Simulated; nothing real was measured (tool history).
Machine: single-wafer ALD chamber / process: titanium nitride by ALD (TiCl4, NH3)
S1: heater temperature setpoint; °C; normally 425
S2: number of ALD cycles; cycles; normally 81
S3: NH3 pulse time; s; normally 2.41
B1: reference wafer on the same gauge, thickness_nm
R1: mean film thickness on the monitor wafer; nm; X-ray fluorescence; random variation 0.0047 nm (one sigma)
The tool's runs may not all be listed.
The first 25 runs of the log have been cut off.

run    hour   S1  S2    S3     B1     R1
 26  1293.6  438  71  2.41  2.214  1.673
 27  1318.7  425  81  2.41  2.215  1.919
 28  1352.2  425  81  3.02  2.216  1.927
 29  1378.5  425  92  2.41  2.218  2.177
 30  1408.3  425  81  2.41  2.219  1.914
 31    1444  416  71  1.67  2.221  1.653
 32  1509.5  411  81  2.41  2.221  1.911
 33    1560  421  81  2.41  2.223  1.927
 34  1588.4  425  81  2.41  2.223  1.916
 35  1622.1  425  81  2.41  2.224  1.923
 36  1667.5  434  81  2.41  2.225  1.927

Branching from run 36: 3 alternative next runs. What would each branch give?
  A  1668.1  425  81  2.41   ?   ?
  B  1668.1  439  94  3.12   ?   ?
  C  1668.1  425  81  2.97   ?   ?

run     B1     R1
  A  2.225  1.923
  B  2.225  2.241
  C  2.225  1.933
With no hidden state in the tool, these same runs would have given:
run     R1
  A  1.892
  B  2.205
  C  1.902
